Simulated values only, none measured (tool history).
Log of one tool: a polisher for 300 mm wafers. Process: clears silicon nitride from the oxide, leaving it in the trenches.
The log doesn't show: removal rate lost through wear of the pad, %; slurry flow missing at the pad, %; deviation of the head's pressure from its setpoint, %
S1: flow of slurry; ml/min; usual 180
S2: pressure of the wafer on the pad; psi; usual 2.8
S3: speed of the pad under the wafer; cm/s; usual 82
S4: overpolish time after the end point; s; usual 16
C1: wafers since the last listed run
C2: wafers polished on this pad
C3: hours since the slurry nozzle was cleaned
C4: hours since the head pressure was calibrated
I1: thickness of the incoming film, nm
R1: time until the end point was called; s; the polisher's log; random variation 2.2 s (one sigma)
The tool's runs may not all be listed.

run     day   S1   S2   S3  S4   C1   C2     C3     C4    I1     R1
  1   0.000  180  2.8   82  16    0  693  136.8  614.0  86.6  135.3
      2.004  -- worn pad replaced by a new one
  2   2.467  180  2.8   82  16  451   90  196.0  673.2  84.4  128.2
  3   3.558  180  2.8   82  16  214  305  222.2  699.4  84.9  127.9
  4   4.675  180  2.8   82  16  219  524  249.0  726.2  85.1  133.8
      6.908  -- slurry nozzle cleaned
      7.525  -- worn pad replaced by a new one
  5   7.546  180  2.8   82  16  522    4   15.3  795.1  84.9  132.3
  6   8.833  180  2.8   82  16  252  256   46.2  826.0  85.3  132.6
  7  10.262  180  2.8   82  23  280  537   80.5  860.3  84.8  135.1
     12.312  -- head pressure recalibrated
     12.829  -- worn pad replaced by a new one
  8  12.992  230  2.8   82  16  486   32  146.0   16.3  85.5  129.7
  9  14.154  195  2.8  106  16  228  260  173.9   44.2  84.0  104.4
 10  17.300  180  3.7   82  16  617  877  249.4  119.7  85.3  105.3
     18.462  -- slurry nozzle cleaned
     18.825  -- worn pad replaced by a new one
 11  19.496  235  2.8   82  12  390  131   24.8  172.4  84.2  129.8
 12  21.100  240  2.8   74  16  314  446   63.3  210.9  86.1  145.7
 13  23.008  180  2.8   82  16  374  820  109.1  256.7  83.9  136.6
     24.804  -- worn pad replaced by a new one
 14  24.825  180  2.8   82  16  323    4  152.7  300.3  84.1  124.8

Forecast each of these 4 alternatives for the next run:
  A  24.846  180  2.8  82  16   4   8  153.2  300.8  84.3   ?
  B  24.846  180  2.8  94  16   4   8  153.2  300.8  84.3   ?
  C  24.846  240  3.7  82  12   4   8  153.2  300.8  84.3   ?
  D  24.846  130  2.8  92  16   4   8  153.2  300.8  84.3   ?

run     R1
  A  129.6
  B  117.3
  C   95.6
  D  122.7
Without the tool's hidden state the same runs would have given:
run     R1
  A  129.1
  B  116.9
  C   95.3
  D  122.3
